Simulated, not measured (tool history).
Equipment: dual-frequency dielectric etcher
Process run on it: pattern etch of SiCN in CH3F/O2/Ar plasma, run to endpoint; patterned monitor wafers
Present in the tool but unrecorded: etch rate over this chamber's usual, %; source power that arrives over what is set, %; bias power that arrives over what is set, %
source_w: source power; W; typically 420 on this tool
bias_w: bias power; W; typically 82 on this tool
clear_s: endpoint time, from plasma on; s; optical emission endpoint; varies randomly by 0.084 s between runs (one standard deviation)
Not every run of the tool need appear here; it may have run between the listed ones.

run	hour	source_w	bias_w	wafers since the last listed run	hours since the last wet clean	hours since the last source power generator calibration	hours since the last bias power generator calibration	hours since the last upper electrode change	incoming incoming film thickness, nm	clear_s
1	0.0	420	98	0	289.4	2975.1	2617.6	1956.6	11.34	25.4
2	90.2	420	98	1161	379.6	3065.3	2707.8	2046.8	11.33	25.7
3	151.0	420	98	782	440.4	3126.1	2768.6	2107.6	11.26	25.6
# hour 194.6: wet clean of the chamber
4	241.0	420	82	849	46.4	3216.1	2858.6	2197.6	11.24	26.8
5	331.4	420	82	1163	136.8	3306.5	2949.0	2288.0	11.37	27.3
6	371.2	420	82	512	176.6	3346.3	2988.8	2327.8	11.32	27.2
7	432.6	420	82	790	238.0	3407.7	3050.2	2389.2	11.30	27.4
# hour 523.5: upper electrode replaced, of another model than before
8	527.5	420	82	912	332.9	3502.6	3145.1	4.0	11.20	27.3
9	597.5	420	82	901	402.9	3572.6	3215.1	74.0	11.23	27.4
# hour 696.6: wet clean of the chamber
10	704.0	420	82	1062	7.4	3679.1	3321.6	180.5	11.32	27.1
11	751.2	510	94	607	54.6	3726.3	3368.8	227.7	11.18	24.2
12	856.9	420	95	1360	160.3	3832.0	3474.5	333.4	11.30	26.3
# hour 876.5: source power generator calibrated
13	943.6	420	82	1064	247.0	67.1	3561.2	420.1	11.25	27.5
14	1025.7	420	101	1056	329.1	149.2	3643.3	502.2	11.38	26.3
15	1174.3	510	89	1912	477.7	297.8	3791.9	650.8	11.40	26.0
# hour 1201.7: wet clean of the chamber
16	1215.2	390	68	217	13.5	338.7	3832.8	691.7	11.24	29.1
17	1274.1	510	89	758	72.4	397.6	3891.7	750.6	11.23	24.8
# hour 1298.6: bias power generator calibrated
18	1333.3	470	98	710	131.6	456.8	34.7	809.8	11.16	24.7
19	1551.8	420	71	2812	350.1	675.3	253.2	1028.3	11.32	28.8
20	1631.4	350	87	1024	429.7	754.9	332.8	1107.9	11.42	29.3

5 options for the next run, each taken on its own from the tool as it stands now. Forecast them:
A	1631.8	420	82	5	430.1	755.3	333.2	1108.3	11.26	?
B	1631.8	450	94	5	430.1	755.3	333.2	1108.3	11.26	?
C	1631.8	350	64	5	430.1	755.3	333.2	1108.3	11.26	?
D	1631.8	330	82	5	430.1	755.3	333.2	1108.3	11.26	?
E	1631.8	510	88	5	430.1	755.3	333.2	1108.3	11.26	?

run	clear_s
A	27.8
B	26.1
C	31.5
D	30.0
E	25.5
With no hidden state in the tool, these same runs would have given:
run	clear_s
A	27.1
B	25.4
C	30.7
D	29.3
E	24.9
